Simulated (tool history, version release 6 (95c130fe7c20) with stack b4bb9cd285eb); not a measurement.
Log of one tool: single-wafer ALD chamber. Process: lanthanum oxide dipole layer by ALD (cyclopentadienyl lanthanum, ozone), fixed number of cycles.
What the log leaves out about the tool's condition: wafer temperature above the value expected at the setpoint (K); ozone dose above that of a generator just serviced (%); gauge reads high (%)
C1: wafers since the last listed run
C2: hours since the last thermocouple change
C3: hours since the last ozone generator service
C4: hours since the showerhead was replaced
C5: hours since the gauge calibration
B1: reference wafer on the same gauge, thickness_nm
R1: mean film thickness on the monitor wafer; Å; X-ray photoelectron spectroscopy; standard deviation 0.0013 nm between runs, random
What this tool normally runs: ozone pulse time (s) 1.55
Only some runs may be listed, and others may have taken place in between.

{"run": 1, "hour": 0.0, "ozone pulse time (s)": 1.55, "C1": 0, "C2": 882.8, "C3": 472.8, "C4": 5601.7, "C5": 906.2, "B1": 0.436, "R1": 5.12}
{"run": 2, "hour": 58.2, "ozone pulse time (s)": 1.55, "C1": 769, "C2": 941, "C3": 531, "C4": 5659.9, "C5": 964.4, "B1": 0.436, "R1": 5.1}
{"run": 3, "hour": 159.7, "ozone pulse time (s)": 1.55, "C1": 1341, "C2": 1042.5, "C3": 632.5, "C4": 5761.4, "C5": 1065.9, "B1": 0.436, "R1": 5.1}
{"run": 4, "hour": 223.0, "ozone pulse time (s)": 1.06, "C1": 836, "C2": 1105.8, "C3": 695.8, "C4": 5824.7, "C5": 1129.2, "B1": 0.436, "R1": 4.63}
{"run": 5, "hour": 294.0, "ozone pulse time (s)": 1.06, "C1": 938, "C2": 1176.8, "C3": 766.8, "C4": 5895.7, "C5": 1200.2, "B1": 0.436, "R1": 4.61}
{"run": 6, "hour": 381.0, "ozone pulse time (s)": 1.06, "C1": 1149, "C2": 1263.8, "C3": 853.8, "C4": 5982.7, "C5": 1287.2, "B1": 0.436, "R1": 4.6}
{"run": 7, "hour": 448.4, "ozone pulse time (s)": 1.55, "C1": 890, "C2": 1331.2, "C3": 921.2, "C4": 6050.1, "C5": 1354.6, "B1": 0.436, "R1": 5.04}
{"run": 8, "hour": 516.7, "ozone pulse time (s)": 1.55, "C1": 902, "C2": 1399.5, "C3": 989.5, "C4": 6118.4, "C5": 1422.9, "B1": 0.436, "R1": 5.06}
{"run": 9, "hour": 597.1, "ozone pulse time (s)": 1.55, "C1": 1062, "C2": 1479.9, "C3": 1069.9, "C4": 6198.8, "C5": 1503.3, "B1": 0.436, "R1": 5.04}
{"hour": 671.1, "done": "gauge calibrated"}
{"run": 10, "hour": 701.1, "ozone pulse time (s)": 1.55, "C1": 1374, "C2": 1583.9, "C3": 1173.9, "C4": 6302.8, "C5": 30, "B1": 0.436, "R1": 5.02}
{"run": 11, "hour": 761.4, "ozone pulse time (s)": 1.55, "C1": 796, "C2": 1644.2, "C3": 1234.2, "C4": 6363.1, "C5": 90.3, "B1": 0.436, "R1": 5.04}
{"hour": 812.1, "done": "thermocouple changed; heater temperature recalibrated"}
{"run": 12, "hour": 812.6, "ozone pulse time (s)": 1.55, "C1": 570, "C2": 0.5, "C3": 1285.4, "C4": 6414.3, "C5": 141.5, "B1": 0.436, "R1": 5.02}
{"run": 13, "hour": 887.6, "ozone pulse time (s)": 1.55, "C1": 991, "C2": 75.5, "C3": 1360.4, "C4": 6489.3, "C5": 216.5, "B1": 0.436, "R1": 5.01}
{"hour": 975.1, "done": "showerhead replaced"}
{"run": 14, "hour": 975.6, "ozone pulse time (s)": 1.75, "C1": 1057, "C2": 163.5, "C3": 1448.4, "C4": 0.5, "C5": 304.5, "B1": 0.436, "R1": 5.07}
{"hour": 1006.3, "done": "ozone generator serviced"}
{"run": 15, "hour": 1032.9, "ozone pulse time (s)": 1.98, "C1": 651, "C2": 220.8, "C3": 26.6, "C4": 57.8, "C5": 361.8, "B1": 0.436, "R1": 5.26}
{"run": 16, "hour": 1088.8, "ozone pulse time (s)": 1.55, "C1": 738, "C2": 276.7, "C3": 82.5, "C4": 113.7, "C5": 417.7, "B1": 0.436, "R1": 5.11}
{"run": 17, "hour": 1141.8, "ozone pulse time (s)": 2.08, "C1": 700, "C2": 329.7, "C3": 135.5, "C4": 166.7, "C5": 470.7, "B1": 0.436, "R1": 5.28}
{"run": 18, "hour": 1298.9, "ozone pulse time (s)": 1.81, "C1": 2076, "C2": 486.8, "C3": 292.6, "C4": 323.8, "C5": 627.8, "B1": 0.436, "R1": 5.22}
{"run": 19, "hour": 1400.8, "ozone pulse time (s)": 1.11, "C1": 1346, "C2": 588.7, "C3": 394.5, "C4": 425.7, "C5": 729.7, "B1": 0.436, "R1": 4.72}
{"run": 20, "hour": 1485.1, "ozone pulse time (s)": 1.55, "C1": 1114, "C2": 673, "C3": 478.8, "C4": 510, "C5": 814, "B1": 0.436, "R1": 5.09}
{"run": 21, "hour": 1531.1, "ozone pulse time (s)": 1.1, "C1": 607, "C2": 719, "C3": 524.8, "C4": 556, "C5": 860, "B1": 0.436, "R1": 4.7}
{"run": 22, "hour": 1600.0, "ozone pulse time (s)": 0.96, "C1": 910, "C2": 787.9, "C3": 593.7, "C4": 624.9, "C5": 928.9, "B1": 0.437, "R1": 4.47}

Run 23 has not been measured yet. What should we expect?
{"run": 23, "hour": 1671.0, "ozone pulse time (s)": 1.55, "C1": 938, "C2": 858.9, "C3": 664.7, "C4": 695.9, "C5": 999.9, "B1": "?", "R1": "?"}

Run 23 came out at B1 0.436, R1 5.09 Å.
On a tool with no hidden condition, and with the same random variation, this run would have come out at R1 5.11 Å.

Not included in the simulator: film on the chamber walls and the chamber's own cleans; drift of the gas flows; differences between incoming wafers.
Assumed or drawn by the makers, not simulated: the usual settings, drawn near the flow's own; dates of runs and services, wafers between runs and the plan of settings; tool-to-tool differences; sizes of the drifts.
